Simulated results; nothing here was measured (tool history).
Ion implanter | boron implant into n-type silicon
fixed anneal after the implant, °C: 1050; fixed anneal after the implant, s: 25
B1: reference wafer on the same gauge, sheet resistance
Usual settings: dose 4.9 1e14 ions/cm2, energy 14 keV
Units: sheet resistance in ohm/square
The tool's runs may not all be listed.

run 1 hour=0 | dose=4.9 energy=14 | B1=229.06 | sheet_resistance=223.59
run 2 hour=61.8 | dose=4.9 energy=14 | B1=229 | sheet_resistance=222.89
-- hour=87.3 gauge calibrated
run 3 hour=123.8 | dose=4.9 energy=14 | B1=228.98 | sheet_resistance=223.31
run 4 hour=182.2 | dose=4.9 energy=14 | B1=229.04 | sheet_resistance=222.49
run 5 hour=207.8 | dose=4.9 energy=14 | B1=228.95 | sheet_resistance=222.23
-- hour=241.5 Faraday cup replaced and dose calibrated
run 6 hour=242 | dose=4.9 energy=14 | B1=228.97 | sheet_resistance=229.49
run 7 hour=279.8 | dose=4.02 energy=14 | B1=228.96 | sheet_resistance=270.52
run 8 hour=305.2 | dose=3.5 energy=16 | B1=229.09 | sheet_resistance=298.61
-- hour=330.1 extraction supply calibrated
run 9 hour=347.9 | dose=4.9 energy=11.5 | B1=229.01 | sheet_resistance=234.04
run 10 hour=418.3 | dose=5.35 energy=18.5 | B1=229.02 | sheet_resistance=207.05
run 11 hour=460 | dose=4.28 energy=9.5 | B1=228.98 | sheet_resistance=267.4
-- hour=472.4 gauge calibrated
run 12 hour=492.8 | dose=4.53 energy=16.5 | B1=228.98 | sheet_resistance=240.62
run 13 hour=562.8 | dose=4.9 energy=14 | B1=228.87 | sheet_resistance=228.92
run 14 hour=612.5 | dose=4.32 energy=14 | B1=229.02 | sheet_resistance=254.06

Forecast each of these 5 alternatives for the next run:
run A hour=612.9 | dose=4.9 energy=18.5 | B1=? | sheet_resistance=?
run B hour=612.9 | dose=4.9 energy=12 | B1=? | sheet_resistance=?
run C hour=612.9 | dose=6.22 energy=14 | B1=? | sheet_resistance=?
run D hour=612.9 | dose=4.04 energy=18.5 | B1=? | sheet_resistance=?
run E hour=612.9 | dose=3.64 energy=18 | B1=? | sheet_resistance=?

run=A B1=229.09 sheet_resistance=222.48
run=B B1=229.09 sheet_resistance=232.82
run=C B1=229.09 sheet_resistance=186.93
run=D B1=229.09 sheet_resistance=260.97
run=E B1=229.09 sheet_resistance=285.17
Without the tool's hidden state the same runs would have given:
run=A sheet_resistance=224.09
run=B sheet_resistance=234.53
run=C sheet_resistance=188.34
run=D sheet_resistance=262.84
run=E sheet_resistance=287.2
